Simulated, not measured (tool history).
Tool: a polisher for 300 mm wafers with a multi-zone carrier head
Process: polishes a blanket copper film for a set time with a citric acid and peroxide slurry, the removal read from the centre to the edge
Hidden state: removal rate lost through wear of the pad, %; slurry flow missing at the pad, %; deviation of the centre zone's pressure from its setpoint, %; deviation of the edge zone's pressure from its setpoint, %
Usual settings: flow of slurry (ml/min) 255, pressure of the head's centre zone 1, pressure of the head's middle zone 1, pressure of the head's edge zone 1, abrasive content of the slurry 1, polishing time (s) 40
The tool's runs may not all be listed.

| run | hour | flow of slurry (ml/min) | pressure of the head's centre zone | pressure of the head's middle zone | pressure of the head's edge zone | abrasive content of the slurry | polishing time (s) | wafers since the last listed run | wafers polished on this pad | hours since the slurry nozzle was cleaned | hours since the centre zone pressure was calibrated | hours since the edge zone pressure was calibrated | hours since the carrier head's membrane was replaced | incoming thickness of the incoming film, nm | film removed at the wafer's centre (nm) | film removed at mid-radius (nm) | film removed at the wafer's edge (nm) |
|---|---|---|---|---|---|---|---|---|---|---|---|---|---|---|---|---|---|
| 1 | 0 | 255 | 1 | 1 | 1 | 1 | 40 | 0 | 145 | 482.5 | 800.1 | 648.3 | 1813.7 | 613 | 99 | 99.1 | 97.7 |
| 2 | 29.5 | 255 | 1 | 1 | 1 | 1 | 40 | 257 | 402 | 512 | 829.6 | 677.8 | 1843.2 | 614.2 | 97.1 | 95.4 | 101.1 |
| 3 | 66.3 | 255 | 1 | 1 | 1 | 1 | 40 | 320 | 723 | 548.8 | 866.4 | 714.6 | 1880 | 607.2 | 98.2 | 92.5 | 97.7 |
| 4 | 108.3 | 255 | 1 | 1 | 1 | 1 | 40 | 366 | 1089 | 590.8 | 908.4 | 756.6 | 1922 | 609.3 | 95.2 | 93.8 | 96 |
|  | 173.5 | worn pad replaced by a new one |
| 5 | 174 | 255 | 1 | 1 | 1 | 1 | 40 | 537 | 4 | 656.5 | 974.1 | 822.3 | 1987.7 | 612.2 | 89.8 | 90.5 | 95.8 |
|  | 193.4 | centre zone pressure recalibrated |
| 6 | 203.3 | 255 | 1 | 1 | 1 | 1 | 40 | 238 | 242 | 685.8 | 9.9 | 851.6 | 2017 | 607 | 89.5 | 89.5 | 92.2 |
|  | 217 | slurry nozzle cleaned |
| 7 | 246.5 | 255 | 1 | 1 | 1 | 1 | 40 | 367 | 610 | 29.5 | 53.1 | 894.8 | 2060.2 | 610.1 | 103.7 | 99.9 | 103.4 |
| 8 | 299.9 | 255 | 1 | 1 | 1 | 1 | 40 | 465 | 1076 | 82.9 | 106.5 | 948.2 | 2113.6 | 603 | 103.1 | 103.1 | 103.7 |
|  | 346.3 | carrier head's membrane replaced by a new one |
| 9 | 348.3 | 255 | 1 | 1 | 0.89 | 1 | 40 | 378 | 1454 | 131.3 | 154.9 | 996.6 | 2 | 603.3 | 102.1 | 102.6 | 95.5 |
|  | 353.9 | worn pad replaced by a new one |
|  | 377.6 | edge zone pressure recalibrated |
| 10 | 383.4 | 255 | 1 | 1.05 | 1 | 1 | 49 | 253 | 239 | 166.4 | 190 | 5.8 | 37.1 | 605.5 | 124.7 | 130.9 | 125.5 |
| 11 | 432.7 | 255 | 1 | 0.95 | 1 | 1 | 40 | 429 | 669 | 215.7 | 239.3 | 55.1 | 86.4 | 609.2 | 102.5 | 94.8 | 101.6 |
| 12 | 484 | 255 | 1 | 1.1 | 1 | 0.85 | 40 | 447 | 1116 | 267 | 290.6 | 106.4 | 137.7 | 611.8 | 100.3 | 105.8 | 97.7 |
| 13 | 529.2 | 255 | 1.08 | 1 | 1 | 0.75 | 40 | 394 | 1511 | 312.2 | 335.8 | 151.6 | 182.9 | 610 | 102.5 | 96.9 | 97.3 |
| 14 | 574.9 | 170 | 1 | 1 | 1 | 1 | 40 | 398 | 1909 | 357.9 | 381.5 | 197.3 | 228.6 | 608.8 | 93.6 | 92.8 | 93.6 |
|  | 586.4 | worn pad replaced by a new one |
| 15 | 604.4 | 255 | 0.89 | 0.95 | 1.1 | 1 | 40 | 222 | 157 | 387.4 | 411 | 226.8 | 258.1 | 617.4 | 95.2 | 97.5 | 106.1 |
| 16 | 657.9 | 255 | 1 | 1 | 0.9 | 0.8 | 29 | 466 | 623 | 440.9 | 464.5 | 280.3 | 311.6 | 611 | 71.1 | 68.4 | 65.2 |
| 17 | 697 | 175 | 1 | 1 | 1.09 | 1 | 48 | 340 | 964 | 480 | 503.6 | 319.4 | 350.7 | 613.4 | 108.6 | 106.6 | 118.4 |
| 18 | 724.8 | 255 | 1 | 1 | 1 | 1 | 40 | 242 | 1206 | 507.8 | 531.4 | 347.2 | 378.5 | 615 | 98.8 | 98.8 | 98.3 |
| 19 | 766.4 | 255 | 1 | 1.1 | 1 | 0.85 | 40 | 362 | 1569 | 549.4 | 573 | 388.8 | 420.1 | 617 | 94.3 | 103.2 | 96.6 |
|  | 801.2 | worn pad replaced by a new one |
| 20 | 821.2 | 255 | 1 | 1.05 | 1 | 1.25 | 48 | 442 | 174 | 604.2 | 627.8 | 443.6 | 474.9 | 609.9 | 119.6 | 122.7 | 120.4 |
|  | 852.9 | slurry nozzle cleaned |
| 21 | 865.4 | 300 | 1.09 | 1 | 1 | 0.8 | 40 | 376 | 550 | 12.5 | 672 | 487.8 | 519.1 | 598.9 | 106.9 | 101 | 102.4 |

4 ways to go on from here, each from the tool as it stands after run 21. What would each give?
| A | 865.8 | 255 | 1 | 1 | 1 | 0.9 | 40 | 3 | 554 | 12.9 | 672.4 | 488.2 | 519.5 | 610.8 | ? | ? | ? |
| B | 865.8 | 255 | 1 | 1 | 0.93 | 1 | 50 | 3 | 554 | 12.9 | 672.4 | 488.2 | 519.5 | 610.8 | ? | ? | ? |
| C | 865.8 | 255 | 0.95 | 1 | 1 | 0.9 | 31 | 3 | 554 | 12.9 | 672.4 | 488.2 | 519.5 | 610.8 | ? | ? | ? |
| D | 865.8 | 340 | 0.92 | 1 | 1 | 1 | 40 | 3 | 554 | 12.9 | 672.4 | 488.2 | 519.5 | 610.8 | ? | ? | ? |

| run | film removed at the wafer's centre (nm) | film removed at mid-radius (nm) | film removed at the wafer's edge (nm) |
|---|---|---|---|
| A | 103.7 | 98.1 | 100.6 |
| B | 131.8 | 124.6 | 123.4 |
| C | 78 | 76 | 77.9 |
| D | 103.9 | 102.8 | 104.6 |
Without the tool's hidden state the same runs would have given:
| run | film removed at the wafer's centre (nm) | film removed at mid-radius (nm) | film removed at the wafer's edge (nm) |
|---|---|---|---|
| A | 103.8 | 98.2 | 100.6 |
| B | 131.9 | 124.7 | 123.5 |
| C | 78.1 | 76.1 | 78 |
| D | 104 | 102.8 | 104.7 |
